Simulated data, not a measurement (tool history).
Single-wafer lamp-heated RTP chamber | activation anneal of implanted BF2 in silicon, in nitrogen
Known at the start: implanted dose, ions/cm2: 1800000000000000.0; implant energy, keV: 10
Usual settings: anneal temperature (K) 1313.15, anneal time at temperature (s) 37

run,hour,anneal temperature (K),anneal time at temperature (s),wafers since the last listed run,wafers since the last pyrometer calibration,wafers since the reflector plate was cleaned,hours since the gauge calibration,"read-back reference wafer on the same gauge, sheet resistance",sheet resistance of the implanted and annealed layer (ohm/square)
1,0,1313.15,48,0,8107,2207,322.2,132.01,110.08
2,13.7,1332.15,43,184,8291,2391,335.9,132.01,95.47
3,26.7,1332.15,43,174,8466,2565,348.9,132.04,95.22
4,42.5,1332.15,43,212,8678,2777,364.7,131.87,95.4
5,56.4,1334.15,37,186,8865,2964,378.6,131.88,96.78
# hour 77.9: reflector plate cleaned
6,78.4,1334.15,37,188,9053,6,400.6,132.01,100.27
7,78.9,1334.15,37,6,9060,13,401.1,131.93,100.67
8,87.8,1313.15,37,119,9179,132,410,132,119.81
9,100.1,1313.15,37,165,9344,298,422.3,132.15,120.54
10,111.9,1313.15,37,158,9503,456,434.1,132.09,119.61
11,120.9,1298.15,37,120,9624,577,443.1,131.85,134.65
# hour 129.1: pyrometer window cleaned and pyrometer calibrated
12,132.5,1313.15,37,48,46,625,454.7,131.9,119.23
13,143.8,1313.15,37,151,197,777,466,132.15,119
14,151.3,1313.15,37,100,298,878,473.5,132.13,119.57
15,157.8,1313.15,37,87,386,965,480,132.02,118.75
16,177.9,1313.15,37,269,656,1235,500.1,131.98,118.9
17,192.6,1313.15,51,197,853,1433,514.8,132.04,108.56
18,207.8,1313.15,51,204,1057,1637,530,132.02,108.6
19,235.8,1285.15,37,376,1433,2013,558,132.11,148.08
20,242.5,1294.15,37,89,1523,2103,564.7,132.02,136.05
# hour 267: gauge calibrated
21,281.9,1313.15,48,529,2053,2632,14.9,132.04,109.13
22,288.2,1313.15,37,84,2137,2717,21.2,132.02,116.48
23,298.4,1286.15,31,137,2274,2854,31.4,131.94,152.79
24,314.4,1313.15,48,214,2489,3069,47.4,132.18,108.07
25,324.8,1313.15,37,139,2629,3208,57.8,132.15,116.49
26,342.6,1285.15,28,239,2868,3448,75.6,131.98,157.29
27,349,1303.15,21,85,2954,3534,82,132.04,145.02
# hour 371.9: reflector plate cleaned
28,372.4,1313.15,37,206,3161,6,105.4,131.99,120.7
29,372.8,1289.15,19,5,3166,11,105.8,131.95,177.95
30,383.6,1313.15,20,145,3311,156,116.6,131.96,140.6
31,390.8,1299.15,37,96,3408,253,123.8,132.08,133.19
32,407.9,1313.15,52,229,3638,483,140.9,132,109.17
33,419.4,1313.15,31,154,3792,637,152.4,131.98,124.64
34,426.3,1286.15,20,92,3885,730,159.3,131.95,179.44
35,439.6,1313.15,37,178,4063,909,172.6,131.94,118.64
36,453.4,1285.15,37,185,4249,1094,186.4,131.99,149.94
37,470.5,1339.15,28,229,4478,1324,203.5,132.1,101.41
38,480.7,1327.15,59,137,4615,1461,213.7,132.03,92.64

Forecast each of these 3 alternatives for the next run:
A,481.1,1313.15,37,5,4621,1466,214.1,?,?
B,481.1,1327.15,31,5,4621,1466,214.1,?,?
C,481.1,1303.15,55,5,4621,1466,214.1,?,?

run,"read-back reference wafer on the same gauge, sheet resistance",sheet resistance of the implanted and annealed layer (ohm/square)
A,132.03,118.67
B,132.03,110.47
C,132.03,115.25
Without the tool's hidden state the same runs would have given:
run,sheet resistance of the implanted and annealed layer (ohm/square)
A,120.99
B,113.09
C,117.71
